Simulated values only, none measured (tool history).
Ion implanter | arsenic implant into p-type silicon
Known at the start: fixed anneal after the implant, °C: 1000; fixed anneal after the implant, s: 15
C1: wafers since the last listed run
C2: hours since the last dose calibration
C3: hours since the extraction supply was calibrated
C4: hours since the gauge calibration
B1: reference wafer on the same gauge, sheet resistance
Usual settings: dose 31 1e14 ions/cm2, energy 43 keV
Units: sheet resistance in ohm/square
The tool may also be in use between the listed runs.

{"run": 1, "hour": 0.0, "dose": 31, "energy": 31.5, "C1": 0, "C2": 503.6, "C3": 4155.7, "C4": 255.4, "B1": 82.42, "sheet resistance": 88.97}
{"run": 2, "hour": 22.7, "dose": 31, "energy": 31.5, "C1": 973, "C2": 526.3, "C3": 4178.4, "C4": 278.1, "B1": 82.53, "sheet resistance": 89.16}
{"run": 3, "hour": 49.2, "dose": 31, "energy": 54.5, "C1": 1136, "C2": 552.8, "C3": 4204.9, "C4": 304.6, "B1": 82.56, "sheet resistance": 66.95}
{"run": 4, "hour": 62.8, "dose": 31, "energy": 54.5, "C1": 583, "C2": 566.4, "C3": 4218.5, "C4": 318.2, "B1": 82.57, "sheet resistance": 67.12}
{"run": 5, "hour": 98.5, "dose": 31, "energy": 43, "C1": 1530, "C2": 602.1, "C3": 4254.2, "C4": 353.9, "B1": 82.73, "sheet resistance": 76.17}
{"run": 6, "hour": 114.2, "dose": 31, "energy": 43, "C1": 673, "C2": 617.8, "C3": 4269.9, "C4": 369.6, "B1": 82.69, "sheet resistance": 75.87}
{"run": 7, "hour": 128.9, "dose": 31, "energy": 43, "C1": 630, "C2": 632.5, "C3": 4284.6, "C4": 384.3, "B1": 82.8, "sheet resistance": 76.15}
{"run": 8, "hour": 163.1, "dose": 31, "energy": 43, "C1": 1466, "C2": 666.7, "C3": 4318.8, "C4": 418.5, "B1": 82.85, "sheet resistance": 76.05}
{"run": 9, "hour": 190.8, "dose": 31, "energy": 43, "C1": 1187, "C2": 694.4, "C3": 4346.5, "C4": 446.2, "B1": 82.94, "sheet resistance": 76.28}
{"run": 10, "hour": 215.8, "dose": 31, "energy": 39.5, "C1": 1071, "C2": 719.4, "C3": 4371.5, "C4": 471.2, "B1": 83.05, "sheet resistance": 79.79}
{"run": 11, "hour": 242.6, "dose": 31, "energy": 39.5, "C1": 1149, "C2": 746.2, "C3": 4398.3, "C4": 498, "B1": 83.04, "sheet resistance": 79.58}
{"hour": 270.1, "done": "gauge calibrated"}
{"run": 12, "hour": 271.5, "dose": 31, "energy": 43, "C1": 1239, "C2": 775.1, "C3": 4427.2, "C4": 1.4, "B1": 81.78, "sheet resistance": 75.1}
{"hour": 295.6, "done": "extraction supply calibrated"}
{"run": 13, "hour": 296.1, "dose": 22.95, "energy": 36.5, "C1": 711, "C2": 799.7, "C3": 0.5, "C4": 26, "B1": 81.82, "sheet resistance": 85.72}
{"run": 14, "hour": 317.1, "dose": 28.08, "energy": 43, "C1": 900, "C2": 820.7, "C3": 21.5, "C4": 47, "B1": 81.89, "sheet resistance": 76.55}
{"run": 15, "hour": 342.5, "dose": 23.34, "energy": 43, "C1": 1089, "C2": 846.1, "C3": 46.9, "C4": 72.4, "B1": 81.96, "sheet resistance": 79.47}
{"run": 16, "hour": 368.8, "dose": 31, "energy": 48.5, "C1": 1127, "C2": 872.4, "C3": 73.2, "C4": 98.7, "B1": 82.06, "sheet resistance": 70.67}
{"run": 17, "hour": 394.0, "dose": 40.06, "energy": 54, "C1": 1080, "C2": 897.6, "C3": 98.4, "C4": 123.9, "B1": 82.08, "sheet resistance": 63.7}
{"run": 18, "hour": 407.5, "dose": 31, "energy": 54.5, "C1": 578, "C2": 911.1, "C3": 111.9, "C4": 137.4, "B1": 82.13, "sheet resistance": 66.29}
{"hour": 428.8, "done": "Faraday cup replaced and dose calibrated"}
{"run": 19, "hour": 432.5, "dose": 22.58, "energy": 32.5, "C1": 728, "C2": 3.7, "C3": 136.9, "C4": 162.4, "B1": 82.21, "sheet resistance": 91.05}
{"run": 20, "hour": 444.9, "dose": 22.58, "energy": 32.5, "C1": 531, "C2": 16.1, "C3": 149.3, "C4": 174.8, "B1": 82.16, "sheet resistance": 91.24}
{"run": 21, "hour": 485.1, "dose": 35.08, "energy": 48, "C1": 1723, "C2": 56.3, "C3": 189.5, "C4": 215, "B1": 82.28, "sheet resistance": 69.9}
{"run": 22, "hour": 553.3, "dose": 27.35, "energy": 43, "C1": 2924, "C2": 124.5, "C3": 257.7, "C4": 283.2, "B1": 82.56, "sheet resistance": 77.33}

5 ways to go on from here, each from the tool as it stands after run 22. What would each give?
{"run": "A", "hour": 553.7, "dose": 36.53, "energy": 43, "C1": 17, "C2": 124.9, "C3": 258.1, "C4": 283.6, "B1": "?", "sheet resistance": "?"}
{"run": "B", "hour": 553.7, "dose": 28.44, "energy": 37, "C1": 17, "C2": 124.9, "C3": 258.1, "C4": 283.6, "B1": "?", "sheet resistance": "?"}
{"run": "C", "hour": 553.7, "dose": 39.75, "energy": 43, "C1": 17, "C2": 124.9, "C3": 258.1, "C4": 283.6, "B1": "?", "sheet resistance": "?"}
{"run": "D", "hour": 553.7, "dose": 28.36, "energy": 29.5, "C1": 17, "C2": 124.9, "C3": 258.1, "C4": 283.6, "B1": "?", "sheet resistance": "?"}
{"run": "E", "hour": 553.7, "dose": 36.35, "energy": 43, "C1": 17, "C2": 124.9, "C3": 258.1, "C4": 283.6, "B1": "?", "sheet resistance": "?"}

run=A B1=82.51 sheet_resistance=73.92
run=B B1=82.51 sheet_resistance=82.9
run=C B1=82.51 sheet_resistance=73.09
run=D B1=82.51 sheet_resistance=92.82
run=E B1=82.51 sheet_resistance=73.97
Without the tool's hidden state the same runs would have given:
run=A sheet_resistance=73.21
run=B sheet_resistance=82.1
run=C sheet_resistance=72.39
run=D sheet_resistance=91.92
run=E sheet_resistance=73.26
